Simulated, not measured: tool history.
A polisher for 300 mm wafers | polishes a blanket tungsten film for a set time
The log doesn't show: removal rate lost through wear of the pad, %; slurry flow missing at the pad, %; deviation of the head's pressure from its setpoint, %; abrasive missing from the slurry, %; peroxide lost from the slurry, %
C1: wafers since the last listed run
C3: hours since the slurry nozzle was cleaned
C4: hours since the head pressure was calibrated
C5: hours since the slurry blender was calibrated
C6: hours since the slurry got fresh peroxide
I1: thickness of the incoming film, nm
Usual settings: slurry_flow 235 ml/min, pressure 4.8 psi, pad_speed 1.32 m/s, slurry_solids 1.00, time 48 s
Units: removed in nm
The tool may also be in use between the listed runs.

{"run": 1, "hour": 0.0, "slurry_flow": 235, "pressure": 4.4, "pad_speed": 1.32, "slurry_solids": 1.0, "time": 48, "C1": 0, "wafers polished on this pad": 2452, "C3": 145.5, "C4": 202.9, "C5": 291.2, "C6": 117.6, "I1": 1421.3, "removed": 285.0}
{"hour": 5.3, "done": "worn pad replaced by a new one"}
{"hour": 24.6, "done": "slurry blender recalibrated"}
{"run": 2, "hour": 89.7, "slurry_flow": 235, "pressure": 4.8, "pad_speed": 1.32, "slurry_solids": 1.0, "time": 48, "C1": 889, "wafers polished on this pad": 875, "C3": 235.2, "C4": 292.6, "C5": 65.1, "C6": 207.3, "I1": 1428.1, "removed": 318.5}
{"hour": 153.8, "done": "slurry tank refilled with fresh slurry and peroxide"}
{"run": 3, "hour": 157.3, "slurry_flow": 235, "pressure": 4.8, "pad_speed": 1.56, "slurry_solids": 1.0, "time": 48, "C1": 707, "wafers polished on this pad": 1582, "C3": 302.8, "C4": 360.2, "C5": 132.7, "C6": 3.5, "I1": 1414.4, "removed": 362.5}
{"run": 4, "hour": 207.0, "slurry_flow": 235, "pressure": 4.8, "pad_speed": 1.54, "slurry_solids": 1.0, "time": 55, "C1": 528, "wafers polished on this pad": 2110, "C3": 352.5, "C4": 409.9, "C5": 182.4, "C6": 53.2, "I1": 1426.0, "removed": 413.9}
{"hour": 244.8, "done": "worn pad replaced by a new one"}
{"hour": 266.2, "done": "head pressure recalibrated"}
{"run": 5, "hour": 310.5, "slurry_flow": 235, "pressure": 4.8, "pad_speed": 1.54, "slurry_solids": 1.0, "time": 55, "C1": 1035, "wafers polished on this pad": 676, "C3": 456.0, "C4": 44.3, "C5": 285.9, "C6": 156.7, "I1": 1408.8, "removed": 422.3}
{"hour": 316.4, "done": "slurry blender recalibrated"}
{"run": 6, "hour": 362.4, "slurry_flow": 235, "pressure": 4.8, "pad_speed": 1.54, "slurry_solids": 1.0, "time": 55, "C1": 530, "wafers polished on this pad": 1206, "C3": 507.9, "C4": 96.2, "C5": 46.0, "C6": 208.6, "I1": 1426.1, "removed": 420.3}
{"hour": 398.8, "done": "slurry tank refilled with fresh slurry and peroxide"}
{"run": 7, "hour": 456.0, "slurry_flow": 235, "pressure": 4.8, "pad_speed": 1.32, "slurry_solids": 1.0, "time": 48, "C1": 983, "wafers polished on this pad": 2190, "C3": 601.5, "C4": 189.8, "C5": 139.6, "C6": 57.2, "I1": 1398.2, "removed": 310.1}
{"run": 8, "hour": 493.3, "slurry_flow": 235, "pressure": 4.8, "pad_speed": 1.32, "slurry_solids": 1.0, "time": 48, "C1": 396, "wafers polished on this pad": 2586, "C3": 638.8, "C4": 227.1, "C5": 176.9, "C6": 94.5, "I1": 1404.3, "removed": 304.5}
{"hour": 523.9, "done": "worn pad replaced by a new one"}
{"run": 9, "hour": 544.7, "slurry_flow": 235, "pressure": 4.8, "pad_speed": 1.56, "slurry_solids": 1.0, "time": 48, "C1": 503, "wafers polished on this pad": 220, "C3": 690.2, "C4": 278.5, "C5": 228.3, "C6": 145.9, "I1": 1438.8, "removed": 383.8}
{"hour": 603.9, "done": "slurry blender recalibrated"}
{"hour": 634.3, "done": "slurry tank refilled with fresh slurry and peroxide"}
{"run": 10, "hour": 647.4, "slurry_flow": 235, "pressure": 4.8, "pad_speed": 1.32, "slurry_solids": 0.8, "time": 54, "C1": 1059, "wafers polished on this pad": 1279, "C3": 792.9, "C4": 381.2, "C5": 43.5, "C6": 13.1, "I1": 1440.1, "removed": 337.6}
{"hour": 683.2, "done": "slurry nozzle cleaned"}
{"hour": 777.4, "done": "worn pad replaced by a new one"}
{"hour": 826.5, "done": "head pressure recalibrated"}
{"run": 11, "hour": 836.9, "slurry_flow": 235, "pressure": 5.7, "pad_speed": 1.56, "slurry_solids": 1.0, "time": 48, "C1": 1938, "wafers polished on this pad": 611, "C3": 153.7, "C4": 10.4, "C5": 233.0, "C6": 202.6, "I1": 1454.5, "removed": 427.1}
{"hour": 900.3, "done": "slurry tank refilled with fresh slurry and peroxide"}
{"run": 12, "hour": 932.4, "slurry_flow": 305, "pressure": 4.8, "pad_speed": 1.16, "slurry_solids": 1.0, "time": 39, "C1": 1003, "wafers polished on this pad": 1615, "C3": 249.2, "C4": 105.9, "C5": 328.5, "C6": 32.1, "I1": 1424.4, "removed": 229.7}
{"hour": 941.3, "done": "slurry blender recalibrated"}
{"hour": 1007.5, "done": "worn pad replaced by a new one"}
{"run": 13, "hour": 1016.1, "slurry_flow": 235, "pressure": 4.8, "pad_speed": 1.32, "slurry_solids": 1.0, "time": 48, "C1": 825, "wafers polished on this pad": 91, "C3": 332.9, "C4": 189.6, "C5": 74.8, "C6": 115.8, "I1": 1418.1, "removed": 318.6}
{"run": 14, "hour": 1103.1, "slurry_flow": 235, "pressure": 5.9, "pad_speed": 1.54, "slurry_solids": 1.0, "time": 48, "C1": 924, "wafers polished on this pad": 1015, "C3": 419.9, "C4": 276.6, "C5": 161.8, "C6": 202.8, "I1": 1430.2, "removed": 434.4}
{"hour": 1138.8, "done": "slurry tank refilled with fresh slurry and peroxide"}
{"run": 15, "hour": 1200.2, "slurry_flow": 215, "pressure": 6.3, "pad_speed": 1.32, "slurry_solids": 1.0, "time": 58, "C1": 1020, "wafers polished on this pad": 2036, "C3": 517.0, "C4": 373.7, "C5": 258.9, "C6": 61.4, "I1": 1442.7, "removed": 468.1}
{"run": 16, "hour": 1236.9, "slurry_flow": 265, "pressure": 4.8, "pad_speed": 1.32, "slurry_solids": 1.0, "time": 48, "C1": 389, "wafers polished on this pad": 2426, "C3": 553.7, "C4": 410.4, "C5": 295.6, "C6": 98.1, "I1": 1425.8, "removed": 307.0}
{"hour": 1252.8, "done": "slurry blender recalibrated"}
{"hour": 1254.6, "done": "worn pad replaced by a new one"}
{"run": 17, "hour": 1276.9, "slurry_flow": 235, "pressure": 4.8, "pad_speed": 1.32, "slurry_solids": 1.0, "time": 48, "C1": 384, "wafers polished on this pad": 236, "C3": 593.7, "C4": 450.4, "C5": 24.1, "C6": 138.1, "I1": 1456.0, "removed": 318.9}

5 ways to go on from here, each from the tool as it stands after run 17. What would each give?
{"run": "A", "hour": 1277.3, "slurry_flow": 235, "pressure": 4.8, "pad_speed": 1.32, "slurry_solids": 1.0, "time": 48, "C1": 4, "wafers polished on this pad": 240, "C3": 594.1, "C4": 450.8, "C5": 24.5, "C6": 138.5, "I1": 1431.4, "removed": "?"}
{"run": "B", "hour": 1277.3, "slurry_flow": 235, "pressure": 4.8, "pad_speed": 1.6, "slurry_solids": 0.75, "time": 48, "C1": 4, "wafers polished on this pad": 240, "C3": 594.1, "C4": 450.8, "C5": 24.5, "C6": 138.5, "I1": 1431.4, "removed": "?"}
{"run": "C", "hour": 1277.3, "slurry_flow": 160, "pressure": 3.9, "pad_speed": 1.32, "slurry_solids": 1.0, "time": 48, "C1": 4, "wafers polished on this pad": 240, "C3": 594.1, "C4": 450.8, "C5": 24.5, "C6": 138.5, "I1": 1431.4, "removed": "?"}
{"run": "D", "hour": 1277.3, "slurry_flow": 160, "pressure": 4.8, "pad_speed": 1.32, "slurry_solids": 1.1, "time": 48, "C1": 4, "wafers polished on this pad": 240, "C3": 594.1, "C4": 450.8, "C5": 24.5, "C6": 138.5, "I1": 1431.4, "removed": "?"}
{"run": "E", "hour": 1277.3, "slurry_flow": 235, "pressure": 4.8, "pad_speed": 1.54, "slurry_solids": 1.0, "time": 48, "C1": 4, "wafers polished on this pad": 240, "C3": 594.1, "C4": 450.8, "C5": 24.5, "C6": 138.5, "I1": 1431.4, "removed": "?"}

run=A removed=325.4
run=B removed=361.5
run=C removed=265.7
run=D removed=322.7
run=E removed=378.8
Without the tool's hidden state the same runs would have given:
run=A removed=326.9
run=B removed=363.3
run=C removed=267.0
run=D removed=324.2
run=E removed=380.6
